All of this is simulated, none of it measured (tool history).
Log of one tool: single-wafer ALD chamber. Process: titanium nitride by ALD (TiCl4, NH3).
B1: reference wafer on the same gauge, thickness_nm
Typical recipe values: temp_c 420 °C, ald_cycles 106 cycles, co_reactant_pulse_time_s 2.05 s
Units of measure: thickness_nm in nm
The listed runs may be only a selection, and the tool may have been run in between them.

Run 1, hour 0.0: usual settings; B1 2.618. Result: thickness_nm 2.431 nm.
Run 2, hour 139.3: usual settings; B1 2.620. Result: thickness_nm 2.437 nm.
Run 3, hour 169.6: usual settings; B1 2.621. Result: thickness_nm 2.440 nm.
At hour 228.1: showerhead replaced.
Run 4, hour 268.9: usual settings; B1 2.620. Result: thickness_nm 2.438 nm.
Run 5, hour 299.1: usual settings; B1 2.620. Result: thickness_nm 2.443 nm.
Run 6, hour 365.5: usual settings; B1 2.618. Result: thickness_nm 2.439 nm.
Run 7, hour 422.4: usual settings; B1 2.620. Result: thickness_nm 2.432 nm.
Run 8, hour 458.2: usual settings; B1 2.618. Result: thickness_nm 2.422 nm.
Run 9, hour 497.4: usual settings; B1 2.620. Result: thickness_nm 2.433 nm.
Run 10, hour 551.5: usual settings; B1 2.621. Result: thickness_nm 2.439 nm.
At hour 584.8: gauge calibrated.
Run 11, hour 609.2: usual settings; B1 2.619. Result: thickness_nm 2.429 nm.
Run 12, hour 642.9: usual settings; B1 2.619. Result: thickness_nm 2.426 nm.
Run 13, hour 688.1: usual settings but temp_c 410 °C; B1 2.618. Result: thickness_nm 2.421 nm.
Run 14, hour 732.6: usual settings but temp_c 410 °C; B1 2.622. Result: thickness_nm 2.431 nm.
Run 15, hour 796.8: usual settings; B1 2.621. Result: thickness_nm 2.434 nm.
Run 16, hour 900.0: usual settings; B1 2.621. Result: thickness_nm 2.434 nm.
Run 17, hour 966.5: usual settings but co_reactant_pulse_time_s 1.68 s; B1 2.622. Result: thickness_nm 2.410 nm.
Run 18, hour 1000.9: usual settings but temp_c 427 °C, ald_cycles 120 cycles; B1 2.620. Result: thickness_nm 2.767 nm.
Run 19, hour 1055.3: usual settings but temp_c 411 °C, ald_cycles 91 cycles, co_reactant_pulse_time_s 2.55 s; B1 2.618. Result: thickness_nm 2.098 nm.
Run 20, hour 1093.4: usual settings but temp_c 433 °C, ald_cycles 114 cycles, co_reactant_pulse_time_s 2.75 s; B1 2.620. Result: thickness_nm 2.650 nm.
At hour 1263.9: thermocouple changed; heater temperature recalibrated.
Run 21, hour 1264.4: usual settings but temp_c 409 °C, ald_cycles 123 cycles, co_reactant_pulse_time_s 1.46 s; B1 2.620. Result: thickness_nm 2.773 nm.
Run 22, hour 1296.6: usual settings but ald_cycles 126 cycles; B1 2.623. Result: thickness_nm 2.889 nm.
Run 23, hour 1364.3: usual settings but temp_c 434 °C, co_reactant_pulse_time_s 1.78 s; B1 2.621. Result: thickness_nm 2.428 nm.
Run 24, hour 1432.4: usual settings but temp_c 428 °C, ald_cycles 89 cycles, co_reactant_pulse_time_s 2.85 s; B1 2.620. Result: thickness_nm 2.070 nm.
Run 25, hour 1469.1: usual settings but co_reactant_pulse_time_s 1.71 s; B1 2.621. Result: thickness_nm 2.406 nm.
Run 26, hour 1498.1: usual settings but co_reactant_pulse_time_s 2.79 s; B1 2.622. Result: thickness_nm 2.451 nm.
Run 27, hour 1524.0: usual settings; B1 2.617. Result: thickness_nm 2.446 nm.
Run 28, hour 1561.1: usual settings but ald_cycles 125 cycles, co_reactant_pulse_time_s 2.45 s; B1 2.619. Result: thickness_nm 2.878 nm.
Run 29, hour 1603.1: usual settings; B1 2.621. Result: thickness_nm 2.438 nm.
Run 30, hour 1630.7: usual settings but ald_cycles 125 cycles, co_reactant_pulse_time_s 1.67 s; B1 2.619. Result: thickness_nm 2.857 nm.
Run 31, hour 1670.0: usual settings; B1 2.620. Result: thickness_nm 2.431 nm.
Run 32, hour 1704.7: usual settings but co_reactant_pulse_time_s 1.66 s; B1 2.620. Result: thickness_nm 2.411 nm.
Run 33, hour 1756.8: usual settings but temp_c 409 °C, co_reactant_pulse_time_s 2.70 s; B1 2.619. Result: thickness_nm 2.451 nm.
Run 34, hour 1823.7: usual settings; B1 2.621. Result: thickness_nm 2.440 nm.
Run 35, hour 1888.8: usual settings but temp_c 411 °C, co_reactant_pulse_time_s 2.82 s; B1 2.621. Result: thickness_nm 2.458 nm.
Run 36, hour 1924.0: usual settings but ald_cycles 86 cycles; B1 2.620. Result: thickness_nm 1.970 nm.
Run 37, hour 1995.1: usual settings but temp_c 433 °C; B1 2.621. Result: thickness_nm 2.443 nm.
Run 38, hour 2054.9: usual settings but temp_c 431 °C, ald_cycles 115 cycles, co_reactant_pulse_time_s 1.58 s; B1 2.621. Result: thickness_nm 2.629 nm.
Run 39, hour 2093.7: usual settings but ald_cycles 114 cycles, co_reactant_pulse_time_s 1.82 s; B1 2.619. Result: thickness_nm 2.610 nm.

Forecast each of these 5 alternatives for the next run:
Run A, hour 2094.3: usual settings; B1 ?. Result: thickness_nm ?.
Run B, hour 2094.3: usual settings but temp_c 432 °C, ald_cycles 122 cycles; B1 ?. Result: thickness_nm ?.
Run C, hour 2094.3: usual settings but temp_c 408 °C, co_reactant_pulse_time_s 2.46 s; B1 ?. Result: thickness_nm ?.
Run D, hour 2094.3: usual settings but temp_c 430 °C, ald_cycles 112 cycles, co_reactant_pulse_time_s 2.63 s; B1 ?. Result: thickness_nm ?.
Run E, hour 2094.3: usual settings but temp_c 433 °C, co_reactant_pulse_time_s 2.65 s; B1 ?. Result: thickness_nm ?.

run     B1  thickness_nm
  A  2.619         2.444
  B  2.619         2.818
  C  2.619         2.452
  D  2.619         2.604
  E  2.619         2.464
Without the tool's hidden state the same runs would have given:
run  thickness_nm
  A         2.444
  B         2.818
  C         2.452
  D         2.604
  E         2.464

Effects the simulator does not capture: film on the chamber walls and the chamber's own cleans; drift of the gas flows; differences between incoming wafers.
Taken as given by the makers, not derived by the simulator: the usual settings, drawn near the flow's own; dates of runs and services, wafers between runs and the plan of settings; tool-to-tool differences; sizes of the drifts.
